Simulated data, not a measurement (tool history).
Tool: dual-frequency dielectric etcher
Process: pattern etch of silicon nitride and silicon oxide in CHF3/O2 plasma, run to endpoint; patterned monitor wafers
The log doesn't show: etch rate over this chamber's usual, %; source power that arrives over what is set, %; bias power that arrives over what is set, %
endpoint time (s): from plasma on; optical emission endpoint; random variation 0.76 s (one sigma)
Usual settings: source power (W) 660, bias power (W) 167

| run | hour | source power (W) | bias power (W) | wafers since the last listed run | hours since the last wet clean | hours since the last source power generator calibration | hours since the last bias power generator calibration | hours since the last upper electrode change | incoming incoming film thickness, nm | endpoint time (s) |
|---|---|---|---|---|---|---|---|---|---|---|
| 1 | 0 | 660 | 167 | 0 | 420.8 | 1728.6 | 2598.5 | 2362.6 | 325.3 | 221.3 |
| 2 | 16.1 | 660 | 138 | 104 | 436.9 | 1744.7 | 2614.6 | 2378.7 | 326.1 | 240.7 |
| 3 | 22.2 | 660 | 138 | 39 | 443 | 1750.8 | 2620.7 | 2384.8 | 327.1 | 242.4 |
| 4 | 30 | 660 | 167 | 50 | 450.8 | 1758.6 | 2628.5 | 2392.6 | 327.4 | 223.6 |
|  | 58.7 | source power generator calibrated |
|  | 59.8 | wet clean of the chamber |
| 5 | 60.3 | 760 | 151 | 164 | 0.5 | 1.6 | 2658.8 | 2422.9 | 324 | 213.5 |
| 6 | 60.6 | 760 | 151 | 1 | 0.8 | 1.9 | 2659.1 | 2423.2 | 326.5 | 214.9 |
| 7 | 66.3 | 660 | 167 | 36 | 6.5 | 7.6 | 2664.8 | 2428.9 | 326.9 | 213.1 |
| 8 | 75 | 740 | 147 | 56 | 15.2 | 16.3 | 2673.5 | 2437.6 | 325.8 | 219.9 |
|  | 82.8 | bias power generator calibrated |
|  | 113.7 | upper electrode replaced |
| 9 | 114.2 | 660 | 167 | 72 | 54.4 | 55.5 | 31.4 | 0.5 | 323.2 | 212.2 |
| 10 | 114.5 | 600 | 195 | 1 | 54.7 | 55.8 | 31.7 | 0.8 | 325.6 | 204.7 |
| 11 | 123.1 | 570 | 167 | 55 | 63.3 | 64.4 | 40.3 | 9.4 | 323.4 | 218.9 |
| 12 | 130.3 | 660 | 138 | 46 | 70.5 | 71.6 | 47.5 | 16.6 | 324.7 | 231.6 |
| 13 | 161.8 | 660 | 167 | 204 | 102 | 103.1 | 79 | 48.1 | 324.7 | 214.8 |
| 14 | 171.2 | 600 | 135 | 60 | 111.4 | 112.5 | 88.4 | 57.5 | 324.7 | 240.9 |

5 ways to go on from here, each from the tool as it stands after run 14. What would each give?
| A | 171.7 | 660 | 167 | 3 | 111.9 | 113 | 88.9 | 58 | 324.8 | ? |
| B | 171.7 | 570 | 136 | 3 | 111.9 | 113 | 88.9 | 58 | 324.8 | ? |
| C | 171.7 | 520 | 139 | 3 | 111.9 | 113 | 88.9 | 58 | 324.8 | ? |
| D | 171.7 | 550 | 136 | 3 | 111.9 | 113 | 88.9 | 58 | 324.8 | ? |
| E | 171.7 | 600 | 154 | 3 | 111.9 | 113 | 88.9 | 58 | 324.8 | ? |

| run | endpoint time (s) |
|---|---|
| A | 215.1 |
| B | 242.5 |
| C | 244.6 |
| D | 244.3 |
| E | 227.3 |
Without the tool's hidden state the same runs would have given:
| run | endpoint time (s) |
|---|---|
| A | 212.5 |
| B | 239.6 |
| C | 241.6 |
| D | 241.3 |
| E | 224.6 |

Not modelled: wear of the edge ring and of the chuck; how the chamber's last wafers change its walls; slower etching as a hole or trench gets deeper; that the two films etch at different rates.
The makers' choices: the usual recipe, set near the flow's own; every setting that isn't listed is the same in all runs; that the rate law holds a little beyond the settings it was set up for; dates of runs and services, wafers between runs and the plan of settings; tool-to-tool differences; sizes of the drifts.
